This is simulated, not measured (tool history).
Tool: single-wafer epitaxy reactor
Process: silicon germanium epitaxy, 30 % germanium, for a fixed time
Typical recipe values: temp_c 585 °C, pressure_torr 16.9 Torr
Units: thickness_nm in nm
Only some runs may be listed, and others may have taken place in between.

run,hour,temp_c,pressure_torr,"read-back reference wafer on the same gauge, thickness_nm",thickness_nm
1,0.0,585,16.9,53.960,46.742
2,50.9,585,16.9,53.981,46.701
3,89.2,585,16.9,54.006,46.786
4,167.9,585,16.9,53.966,46.470
5,258.7,585,16.9,54.019,46.673
6,339.7,585,15.2,54.017,43.787
7,419.5,585,15.2,54.022,43.626
8,513.9,592,16.9,54.001,51.738
9,575.8,592,16.9,54.002,51.713
10,622.2,592,16.9,54.006,51.667
11,723.1,585,16.9,54.006,46.106
12,807.3,585,16.9,53.982,46.144
13,859.7,585,16.9,54.054,45.968
# hour 887.4: showerhead replaced
14,1121.8,585,14.2,53.996,41.279
15,1222.1,585,14.2,54.017,41.136
16,1278.2,585,14.2,53.980,41.257
# hour 1330.7: capacitance manometer re-zeroed and calibrated
17,1343.1,594,14.5,53.984,49.293
18,1407.6,594,14.5,54.013,49.265
# hour 1416.6: gauge calibrated
19,1459.5,585,12.7,53.991,39.201
20,1547.7,585,18.7,54.019,49.020
21,1604.2,593,15.4,54.004,49.909
22,1640.3,594,14.5,54.003,49.313
23,1685.8,600,13.4,54.004,51.666
24,1743.6,572,20.8,54.014,41.420
25,1842.8,580,16.9,54.012,42.554
26,1907.0,585,14.0,54.012,41.243
# hour 1940.6: pyrometer calibrated
27,1980.4,585,15.3,54.018,44.283
28,2028.7,585,16.9,54.006,46.927
29,2083.8,575,14.3,53.994,35.879
30,2187.1,591,14.7,54.013,47.535
31,2237.6,597,13.3,54.005,49.403
32,2335.9,591,20.0,54.008,56.300
33,2431.3,585,16.9,54.028,46.441
34,2504.1,597,16.9,54.016,56.673

5 ways to go on from here, each from the tool as it stands after run 34. What would each give?
A,2504.5,585,16.9,?,?
B,2504.5,591,15.5,?,?
C,2504.5,575,19.7,?,?
D,2504.5,577,18.8,?,?
E,2504.5,597,12.9,?,?

run,"read-back reference wafer on the same gauge, thickness_nm",thickness_nm
A,54.011,46.467
B,54.011,48.889
C,54.011,42.638
D,54.011,43.036
E,54.011,48.338
Stripped of hidden state, with their random variation kept, the same runs would have yielded:
run,thickness_nm
A,47.028
B,49.476
C,43.158
D,43.559
E,48.914
